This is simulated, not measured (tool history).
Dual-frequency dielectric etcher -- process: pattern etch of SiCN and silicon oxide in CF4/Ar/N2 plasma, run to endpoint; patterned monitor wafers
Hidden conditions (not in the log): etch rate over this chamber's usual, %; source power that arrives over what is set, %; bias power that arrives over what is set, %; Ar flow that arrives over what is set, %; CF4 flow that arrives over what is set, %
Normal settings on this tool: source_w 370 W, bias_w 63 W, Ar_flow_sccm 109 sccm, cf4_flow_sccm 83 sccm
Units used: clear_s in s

run,hour,source_w,bias_w,Ar_flow_sccm,cf4_flow_sccm,wafers since the last listed run,hours since the last wet clean,hours since the last source power generator calibration,hours since the last bias power generator calibration,hours since the last Ar flow controller change,hours since the last CF4 flow controller change,hours since the last upper electrode change,"incoming incoming film thickness, nm",clear_s
1,0,370,63,109,83,0,141,4229.4,2672.6,2881.8,2405.5,2145.7,13.86,20.4
# hour 57: CF4 flow controller replaced
2,71.9,370,63,109,83,1276,212.9,4301.3,2744.5,2953.7,14.9,2217.6,13.88,20.5
# hour 123.4: upper electrode replaced
3,123.9,370,63,109,83,542,264.9,4353.3,2796.5,3005.7,66.9,0.5,13.77,20.5
4,177.9,370,63,109,83,1045,318.9,4407.3,2850.5,3059.7,120.9,54.5,13.95,20.7
5,273.4,370,63,123,83,1849,414.4,4502.8,2946,3155.2,216.4,150,13.91,21.5
# hour 346.5: bias power generator calibrated
6,350.4,440,63,109,92,1413,491.4,4579.8,3.9,3232.2,293.4,227,13.82,17.5
# hour 384.9: wet clean of the chamber
7,427.8,340,55,109,83,1034,42.9,4657.2,81.3,3309.6,370.8,304.4,13.99,23.2
# hour 496.4: Ar flow controller replaced
8,510.1,370,49,109,83,1477,125.2,4739.5,163.6,13.7,453.1,386.7,13.88,21.4
9,618,370,70,109,83,2089,233.1,4847.4,271.5,121.6,561,494.6,13.79,20.4
10,673,430,55,109,83,1065,288.1,4902.4,326.5,176.6,616,549.6,13.9,18.7
# hour 738.8: source power generator calibrated
11,761.4,420,63,125,83,1634,376.5,22.6,414.9,265,704.4,638,13.89,17.9
# hour 819: wet clean of the chamber
12,843.4,450,63,109,66,1123,24.4,104.6,496.9,347,786.4,720,13.74,16.2
13,884.7,370,75,109,83,799,65.7,145.9,538.2,388.3,827.7,761.3,13.91,18.8
14,924.2,370,55,109,83,765,105.2,185.4,577.7,427.8,867.2,800.8,13.89,20.1
15,1026.4,370,63,109,83,1979,207.4,287.6,679.9,530,969.4,903,14.01,20.1
16,1087.6,430,73,130,92,1185,268.6,348.8,741.1,591.2,1030.6,964.2,13.91,16.7
17,1159.7,330,68,126,64,1396,340.7,420.9,813.2,663.3,1102.7,1036.3,13.85,23.2
18,1222.7,370,75,109,83,1220,403.7,483.9,876.2,726.3,1165.7,1099.3,13.99,19.5
19,1290,370,63,83,83,1303,471,551.2,943.5,793.6,1233,1166.6,13.95,19.9
# hour 1335.8: wet clean of the chamber
20,1345.9,370,76,109,95,617,10.1,607.1,999.4,849.5,1288.9,1222.5,14.17,18.6
21,1394.7,410,63,109,104,945,58.9,655.9,1048.2,898.3,1337.7,1271.3,13.99,17.1
22,1438.4,370,63,99,83,846,102.6,699.6,1091.9,942,1381.4,1315,13.84,19.1
23,1512,370,71,129,83,1425,176.2,773.2,1165.5,1015.6,1455,1388.6,13.92,19.6

What if the next run were any one of these 5? Each begins from the tool's condition after run 23:
A,1512.4,370,52,109,83,7,176.6,773.6,1165.9,1016,1455.4,1389,13.9,?
B,1512.4,330,63,133,66,7,176.6,773.6,1165.9,1016,1455.4,1389,13.9,?
C,1512.4,300,63,120,83,7,176.6,773.6,1165.9,1016,1455.4,1389,13.9,?
D,1512.4,330,75,100,91,7,176.6,773.6,1165.9,1016,1455.4,1389,13.9,?
E,1512.4,330,55,91,100,7,176.6,773.6,1165.9,1016,1455.4,1389,13.9,?

run,clear_s
A,20.5
B,23.3
C,24.8
D,21
E,21.9
Without the tool's unlogged condition, the same runs would have read:
run,clear_s
A,20.4
B,23.2
C,24.7
D,20.9
E,21.8

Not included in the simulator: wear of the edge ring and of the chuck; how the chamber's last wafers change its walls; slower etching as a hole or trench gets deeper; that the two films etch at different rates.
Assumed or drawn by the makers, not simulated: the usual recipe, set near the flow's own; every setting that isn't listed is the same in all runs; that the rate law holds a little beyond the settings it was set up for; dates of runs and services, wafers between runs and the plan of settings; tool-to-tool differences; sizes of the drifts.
